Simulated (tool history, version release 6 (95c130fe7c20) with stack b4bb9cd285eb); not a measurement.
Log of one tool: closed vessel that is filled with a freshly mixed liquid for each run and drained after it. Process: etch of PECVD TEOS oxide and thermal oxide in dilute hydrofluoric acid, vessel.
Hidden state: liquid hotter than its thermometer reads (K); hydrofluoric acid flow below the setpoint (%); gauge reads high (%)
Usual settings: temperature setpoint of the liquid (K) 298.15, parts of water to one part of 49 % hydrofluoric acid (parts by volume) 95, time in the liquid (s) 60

| run | hour | temperature setpoint of the liquid (K) | parts of water to one part of 49 % hydrofluoric acid (parts by volume) | time in the liquid (s) | wafers since the last listed run | hours since the thermometer was replaced | hours since the hydrofluoric acid flow meter was replaced | hours since the gauge calibration | read-back film thickness of the PECVD TEOS oxide reference wafer, read on the same gauge (nm) | read-back film thickness of the thermal oxide reference wafer, read on the same gauge (nm) | thickness taken off the PECVD TEOS oxide on a monitor wafer (angstrom) | thickness taken off the thermal oxide on a monitor wafer (angstrom) |
|---|---|---|---|---|---|---|---|---|---|---|---|---|
| 1 | 0.0 | 298.15 | 95 | 60 | 0 | 1019.8 | 958.6 | 156.1 | 69.83 | 149.701 | 68.3 | 28.73 |
| 2 | 96.9 | 296.15 | 60 | 60 | 13534 | 1116.7 | 1055.5 | 253.0 | 69.66 | 149.276 | 102.3 | 44.42 |
|  | 109.3 | thermometer replaced |
|  | 131.9 | hydrofluoric acid flow meter replaced |
| 3 | 242.6 | 296.15 | 60 | 60 | 20071 | 133.3 | 110.7 | 398.7 | 69.38 | 148.616 | 102.5 | 43.80 |
| 4 | 309.5 | 296.15 | 60 | 60 | 9344 | 200.2 | 177.6 | 465.6 | 69.23 | 148.358 | 102.2 | 43.82 |
| 5 | 414.5 | 295.15 | 95 | 60 | 14665 | 305.2 | 282.6 | 570.6 | 69.02 | 147.910 | 58.5 | 25.54 |
| 6 | 461.6 | 295.15 | 95 | 60 | 6578 | 352.3 | 329.7 | 617.7 | 68.91 | 147.695 | 58.5 | 25.35 |
| 7 | 536.5 | 298.15 | 95 | 60 | 10461 | 427.2 | 404.6 | 692.6 | 68.70 | 147.363 | 65.6 | 28.40 |
| 8 | 610.1 | 298.15 | 95 | 60 | 10280 | 500.8 | 478.2 | 766.2 | 68.62 | 147.054 | 66.0 | 28.35 |
| 9 | 685.9 | 298.15 | 95 | 60 | 10587 | 576.6 | 554.0 | 842.0 | 68.46 | 146.710 | 65.4 | 28.40 |
| 10 | 728.4 | 298.15 | 95 | 60 | 5936 | 619.1 | 596.5 | 884.5 | 68.37 | 146.487 | 65.5 | 28.25 |
| 11 | 1049.2 | 298.15 | 95 | 60 | 44807 | 939.9 | 917.3 | 1205.3 | 67.74 | 145.101 | 64.5 | 27.64 |
|  | 1064.9 | hydrofluoric acid flow meter replaced |
| 12 | 1107.3 | 298.15 | 95 | 60 | 7975 | 998.0 | 42.4 | 1263.4 | 67.61 | 144.864 | 64.9 | 27.82 |
| 13 | 1172.6 | 298.15 | 140 | 60 | 9120 | 1063.3 | 107.7 | 1328.7 | 67.44 | 144.551 | 41.8 | 18.14 |
| 14 | 1246.2 | 298.15 | 65 | 60 | 10280 | 1136.9 | 181.3 | 1402.3 | 67.31 | 144.247 | 98.2 | 42.21 |
| 15 | 1322.6 | 299.65 | 140 | 30 | 10671 | 1213.3 | 257.7 | 1478.7 | 67.13 | 143.894 | 22.0 | 9.54 |
|  | 1344.0 | thermometer replaced |
|  | 1385.8 | gauge calibrated |
| 16 | 1423.2 | 296.65 | 135 | 45 | 13911 | 79.2 | 358.3 | 37.4 | 70.00 | 150.005 | 32.1 | 13.61 |
| 17 | 1483.2 | 298.15 | 95 | 60 | 8380 | 139.2 | 418.3 | 97.4 | 69.86 | 149.696 | 66.1 | 28.91 |
| 18 | 1564.4 | 298.15 | 95 | 90 | 11341 | 220.4 | 499.5 | 178.6 | 69.70 | 149.378 | 100.1 | 42.84 |
| 19 | 1611.9 | 298.15 | 110 | 60 | 6634 | 267.9 | 547.0 | 226.1 | 69.59 | 149.186 | 56.0 | 24.44 |
| 20 | 1691.6 | 298.15 | 95 | 60 | 11132 | 347.6 | 626.7 | 305.8 | 69.46 | 148.819 | 68.2 | 28.87 |
| 21 | 1791.0 | 298.15 | 95 | 60 | 13883 | 447.0 | 726.1 | 405.2 | 69.23 | 148.394 | 67.1 | 28.35 |
| 22 | 1891.8 | 295.65 | 95 | 75 | 14079 | 547.8 | 826.9 | 506.0 | 69.04 | 147.925 | 74.0 | 32.29 |
| 23 | 1972.5 | 296.65 | 95 | 30 | 11271 | 628.5 | 907.6 | 586.7 | 68.86 | 147.590 | 30.6 | 13.37 |
| 24 | 2069.1 | 295.15 | 95 | 60 | 13492 | 725.1 | 1004.2 | 683.3 | 68.67 | 147.140 | 57.6 | 25.35 |
| 25 | 2146.8 | 298.15 | 95 | 60 | 10852 | 802.8 | 1081.9 | 761.0 | 68.52 | 146.832 | 66.0 | 28.48 |
|  | 2211.6 | hydrofluoric acid flow meter replaced |
| 26 | 2240.5 | 298.15 | 95 | 60 | 12947 | 896.5 | 28.9 | 854.7 | 68.35 | 146.385 | 65.2 | 28.35 |

The tool's hidden state at each run:
liquid hotter than its thermometer reads (K): 0 in every run
hydrofluoric acid flow below the setpoint (%): 0 in every run
H1: gauge reads high (%)
| run | H1 |
|---|---|
| 1 | -0.19 |
| 2 | -0.474 |
| 3 | -0.901 |
| 4 | -1.1 |
| 5 | -1.4 |
| 6 | -1.54 |
| 7 | -1.76 |
| 8 | -1.98 |
| 9 | -2.2 |
| 10 | -2.32 |
| 11 | -3.26 |
| 12 | -3.43 |
| 13 | -3.63 |
| 14 | -3.84 |
| 15 | -4.07 |
| 16 | -0.000267 |
| 17 | -0.176 |
| 18 | -0.414 |
| 19 | -0.553 |
| 20 | -0.787 |
| 21 | -1.08 |
| 22 | -1.37 |
| 23 | -1.61 |
| 24 | -1.89 |
| 25 | -2.12 |
| 26 | -2.39 |
